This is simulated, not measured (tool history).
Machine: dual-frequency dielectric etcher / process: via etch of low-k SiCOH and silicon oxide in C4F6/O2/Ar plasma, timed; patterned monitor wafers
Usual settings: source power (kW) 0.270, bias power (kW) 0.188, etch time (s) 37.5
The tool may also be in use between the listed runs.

run,hour,source power (kW),bias power (kW),etch time (s),wafers since the last listed run,hours since the last wet clean,hours since the last source power generator calibration,hours since the last bias power generator calibration,hours since the last upper electrode change,hours since the gauge calibration,"read-back reference wafer on the same gauge, depth_nm",mean etch depth across the wafer (angstrom)
1,0.0,0.270,0.188,37.5,0,397.3,4310.5,31.0,2525.4,415.4,85.2,829
# hour 37.9: wet clean of the chamber
2,38.4,0.270,0.172,37.5,113,0.5,4348.9,69.4,2563.8,453.8,85.0,814
3,38.7,0.270,0.172,37.5,2,0.8,4349.2,69.7,2564.1,454.1,85.1,808
4,108.7,0.270,0.172,37.5,552,70.8,4419.2,139.7,2634.1,524.1,85.1,812
# hour 119.9: gauge calibrated
5,123.4,0.230,0.188,37.5,116,85.5,4433.9,154.4,2648.8,3.5,85.1,753
6,146.8,0.230,0.188,37.5,184,108.9,4457.3,177.8,2672.2,26.9,85.2,753
# hour 175.1: source power generator calibrated
7,181.4,0.230,0.188,37.5,241,143.5,6.3,212.4,2706.8,61.5,85.1,756
8,200.0,0.270,0.155,42.0,146,162.1,24.9,231.0,2725.4,80.1,85.1,885
9,224.6,0.330,0.188,42.0,194,186.7,49.5,255.6,2750.0,104.7,85.1,1042
10,248.0,0.270,0.188,45.0,184,210.1,72.9,279.0,2773.4,128.1,85.1,997
11,267.9,0.320,0.188,37.5,157,230.0,92.8,298.9,2793.3,148.0,85.1,919
12,283.7,0.250,0.188,43.0,124,245.8,108.6,314.7,2809.1,163.8,85.1,912
13,310.4,0.300,0.158,37.5,210,272.5,135.3,341.4,2835.8,190.5,85.0,843
14,336.5,0.270,0.216,42.5,205,298.6,161.4,367.5,2861.9,216.6,85.1,983
# hour 383.7: wet clean of the chamber
15,384.2,0.270,0.230,37.5,187,0.5,209.1,415.2,2909.6,264.3,85.1,883
16,389.1,0.270,0.188,37.5,38,5.4,214.0,420.1,2914.5,269.2,85.1,832
17,417.8,0.300,0.151,41.0,226,34.1,242.7,448.8,2943.2,297.9,85.2,911
# hour 461.5: upper electrode replaced
18,462.0,0.270,0.165,47.5,159,78.3,286.9,493.0,0.5,342.1,85.1,1019
19,465.8,0.270,0.231,37.5,29,82.1,290.7,496.8,4.3,345.9,85.1,885
20,496.1,0.270,0.172,37.5,239,112.4,321.0,527.1,34.6,376.2,85.1,812
21,511.9,0.270,0.188,29.0,124,128.2,336.8,542.9,50.4,392.0,85.2,644
22,534.8,0.270,0.188,37.5,180,151.1,359.7,565.8,73.3,414.9,85.1,833
23,561.2,0.330,0.188,37.5,208,177.5,386.1,592.2,99.7,441.3,85.1,931
24,591.9,0.310,0.150,37.5,242,208.2,416.8,622.9,130.4,472.0,85.1,847
25,607.4,0.230,0.142,42.5,122,223.7,432.3,638.4,145.9,487.5,85.2,789
26,621.1,0.270,0.188,29.5,108,237.4,446.0,652.1,159.6,501.2,85.1,654
27,649.9,0.270,0.188,37.5,227,266.2,474.8,680.9,188.4,530.0,85.1,833
28,664.6,0.270,0.171,27.5,116,280.9,489.5,695.6,203.1,544.7,85.1,593
29,687.9,0.240,0.224,34.0,183,304.2,512.8,718.9,226.4,568.0,85.0,738

Here are 5 independent what-if runs from the current tool condition. What would each one return?
A,688.3,0.270,0.188,37.5,3,304.6,513.2,719.3,226.8,568.4,?,?
B,688.3,0.230,0.206,41.0,3,304.6,513.2,719.3,226.8,568.4,?,?
C,688.3,0.270,0.174,31.5,3,304.6,513.2,719.3,226.8,568.4,?,?
D,688.3,0.210,0.174,44.0,3,304.6,513.2,719.3,226.8,568.4,?,?
E,688.3,0.330,0.214,30.5,3,304.6,513.2,719.3,226.8,568.4,?,?

run,"read-back reference wafer on the same gauge, depth_nm",mean etch depth across the wafer (angstrom)
A,85.1,833
B,85.1,847
C,85.1,685
D,85.1,814
E,85.1,788
Take away the tool's hidden state, keep each run's random variation, and the runs would have read:
run,mean etch depth across the wafer (angstrom)
A,833
B,847
C,685
D,814
E,788

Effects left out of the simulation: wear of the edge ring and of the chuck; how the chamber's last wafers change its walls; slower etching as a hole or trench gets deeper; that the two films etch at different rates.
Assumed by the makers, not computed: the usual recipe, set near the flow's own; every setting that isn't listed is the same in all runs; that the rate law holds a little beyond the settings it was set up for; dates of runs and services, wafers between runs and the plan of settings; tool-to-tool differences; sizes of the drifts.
